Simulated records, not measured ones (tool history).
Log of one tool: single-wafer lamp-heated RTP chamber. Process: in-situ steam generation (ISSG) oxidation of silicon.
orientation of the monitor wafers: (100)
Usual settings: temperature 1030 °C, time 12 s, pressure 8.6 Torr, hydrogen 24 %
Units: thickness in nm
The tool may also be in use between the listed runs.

run	day	temperature	time	pressure	hydrogen	read-back reference wafer on the same gauge, thickness	thickness
1	0	1030	12	9	24	4.626	5.247
2	2.779	1030	12	9	24	4.637	5.321
3	4.858	1030	12	9	24	4.625	5.297
4	6.65	1030	12	8.6	24	4.634	5.302
5	9.35	1044	9	8.6	24	4.631	4.972
# day 11.679: hydrogen flow controller replaced
# day 14.738: pyrometer window cleaned and pyrometer calibrated
6	17.992	1025	12	8.6	24	4.628	5.182
7	20.529	1030	12	8.6	24	4.629	5.337
8	21.579	1030	12	8.6	24	4.63	5.349
9	23.283	1030	12	8.6	24	4.63	5.355
10	25.567	1030	12	8.6	24	4.625	5.345
# day 26.867: gauge calibrated
11	27.304	1030	12	8.6	24	4.634	5.368
12	28.433	1030	12	8.6	24	4.633	5.388
13	31.096	1030	12	8.6	24	4.628	5.431
# day 32.717: pyrometer window cleaned and pyrometer calibrated
14	32.738	1030	12	8.6	24	4.632	5.303
15	34.362	1030	12	7.7	24	4.632	5.351
16	37.271	1048	14	9.9	31	4.634	6.47
17	40.15	1013	15	9.5	32	4.631	5.806
18	42.667	1023	10	9.6	24	4.636	4.703
19	44.883	1025	12	8.6	24	4.63	5.24
20	47.529	1048	8	9.1	24	4.629	4.766
# day 48.175: pressure gauge zeroed
21	50.442	1040	12	8.6	24	4.628	5.668
# day 51.175: pyrometer window cleaned and pyrometer calibrated
22	51.588	1030	12	7.2	24	4.627	5.316
23	52.7	1030	9	8.6	19	4.63	4.389
24	54.258	1050	12	7.4	29	4.627	6.14
25	55.571	1021	10	8.6	29	4.63	4.958
26	57.771	1030	12	8.6	30	4.637	5.656
27	59.362	1030	11	9.3	24	4.631	5.063
28	61.746	1030	12	8.6	24	4.631	5.342
29	62.883	1030	12	8.6	24	4.629	5.396
30	65.792	1030	12	8.6	24	4.63	5.381

Forecast each of these 5 alternatives for the next run:
A	65.812	1030	12	8.6	24	?	?
B	65.812	1016	16	8	30	?	?
C	65.812	1030	8	8.6	24	?	?
D	65.812	1030	8	8.6	15	?	?
E	65.812	1018	8	8.6	30	?	?

run	read-back reference wafer on the same gauge, thickness	thickness
A	4.632	5.43
B	4.632	6.226
C	4.632	4.506
D	4.632	3.999
E	4.632	4.588
Without the tool's hidden state the same runs would have given:
run	thickness
A	5.325
B	6.106
C	4.43
D	3.931
E	4.517

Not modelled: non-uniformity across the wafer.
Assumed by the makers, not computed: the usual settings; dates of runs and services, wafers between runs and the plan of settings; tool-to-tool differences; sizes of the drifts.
